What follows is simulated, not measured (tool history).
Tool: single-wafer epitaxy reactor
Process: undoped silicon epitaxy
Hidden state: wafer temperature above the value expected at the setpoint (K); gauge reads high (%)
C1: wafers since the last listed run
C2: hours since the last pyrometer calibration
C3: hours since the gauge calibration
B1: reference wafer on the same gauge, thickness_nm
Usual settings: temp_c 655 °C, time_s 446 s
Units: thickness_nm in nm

Run 1, hour 0.0: usual settings but temp_c 659 °C, time_s 406 s; C1 0; C2 2392.7; C3 240.7; B1 90.737. Result: thickness_nm 80.276 nm.
Run 2, hour 80.3: usual settings; C1 306; C2 2473.0; C3 321.0; B1 90.626. Result: thickness_nm 80.290 nm.
Run 3, hour 178.3: usual settings; C1 374; C2 2571.0; C3 419.0; B1 90.642. Result: thickness_nm 79.974 nm.
Run 4, hour 264.8: usual settings; C1 330; C2 2657.5; C3 505.5; B1 90.775. Result: thickness_nm 79.818 nm.
Run 5, hour 330.7: usual settings but time_s 383 s; C1 251; C2 2723.4; C3 571.4; B1 90.685. Result: thickness_nm 68.495 nm.
Run 6, hour 372.3: usual settings but time_s 383 s; C1 158; C2 2765.0; C3 613.0; B1 90.655. Result: thickness_nm 68.647 nm.
Run 7, hour 462.2: usual settings; C1 343; C2 2854.9; C3 702.9; B1 90.634. Result: thickness_nm 79.784 nm.
At hour 558.3: pyrometer calibrated.
Run 8, hour 559.6: usual settings; C1 341; C2 1.3; C3 800.3; B1 90.707. Result: thickness_nm 83.319 nm.
Run 9, hour 607.3: usual settings; C1 182; C2 49.0; C3 848.0; B1 90.796. Result: thickness_nm 83.447 nm.
Run 10, hour 711.0: usual settings but time_s 402 s; C1 395; C2 152.7; C3 951.7; B1 90.664. Result: thickness_nm 74.877 nm.
Run 11, hour 814.1: usual settings but time_s 402 s; C1 393; C2 255.8; C3 1054.8; B1 90.613. Result: thickness_nm 74.971 nm.
Run 12, hour 888.6: usual settings but temp_c 646 °C, time_s 497 s; C1 284; C2 330.3; C3 1129.3; B1 90.583. Result: thickness_nm 73.822 nm.
Run 13, hour 948.9: usual settings; C1 230; C2 390.6; C3 1189.6; B1 90.664. Result: thickness_nm 82.665 nm.
Run 14, hour 992.3: usual settings but temp_c 650 °C, time_s 357 s; C1 165; C2 434.0; C3 1233.0; B1 90.673. Result: thickness_nm 58.639 nm.
At hour 993.3: gauge calibrated.
Run 15, hour 1042.4: usual settings; C1 191; C2 484.1; C3 49.1; B1 90.653. Result: thickness_nm 82.879 nm.
Run 16, hour 1091.7: usual settings; C1 188; C2 533.4; C3 98.4; B1 90.642. Result: thickness_nm 82.946 nm.
Run 17, hour 1186.0: usual settings but temp_c 668 °C, time_s 409 s; C1 360; C2 627.7; C3 192.7; B1 90.762. Result: thickness_nm 104.071 nm.
Run 18, hour 1228.1: usual settings; C1 160; C2 669.8; C3 234.8; B1 90.714. Result: thickness_nm 82.816 nm.
Run 19, hour 1307.2: usual settings but temp_c 665 °C, time_s 423 s; C1 302; C2 748.9; C3 313.9; B1 90.701. Result: thickness_nm 99.599 nm.
Run 20, hour 1357.0: usual settings but temp_c 665 °C; C1 190; C2 798.7; C3 363.7; B1 90.679. Result: thickness_nm 104.904 nm.
Run 21, hour 1451.5: usual settings but temp_c 666 °C, time_s 506 s; C1 360; C2 893.2; C3 458.2; B1 90.690. Result: thickness_nm 121.968 nm.
Run 22, hour 1488.5: usual settings but temp_c 662 °C, time_s 495 s; C1 141; C2 930.2; C3 495.2; B1 90.596. Result: thickness_nm 108.412 nm.

Forecast each of these 4 alternatives for the next run:
Run A, hour 1489.0: usual settings but temp_c 645 °C; C1 1; C2 930.7; C3 495.7; B1 ?. Result: thickness_nm ?.
Run B, hour 1489.0: usual settings but temp_c 646 °C, time_s 504 s; C1 1; C2 930.7; C3 495.7; B1 ?. Result: thickness_nm ?.
Run C, hour 1489.0: usual settings but temp_c 649 °C, time_s 365 s; C1 1; C2 930.7; C3 495.7; B1 ?. Result: thickness_nm ?.
Run D, hour 1489.0: usual settings but temp_c 660 °C, time_s 359 s; C1 1; C2 930.7; C3 495.7; B1 ?. Result: thickness_nm ?.

run      B1  thickness_nm
  A  90.787        64.373
  B  90.787        74.599
  C  90.787        58.241
  D  90.787        75.103
Without the tool's hidden state the same runs would have given:
run  thickness_nm
  A        64.878
  B        75.183
  C        58.694
  D        75.671
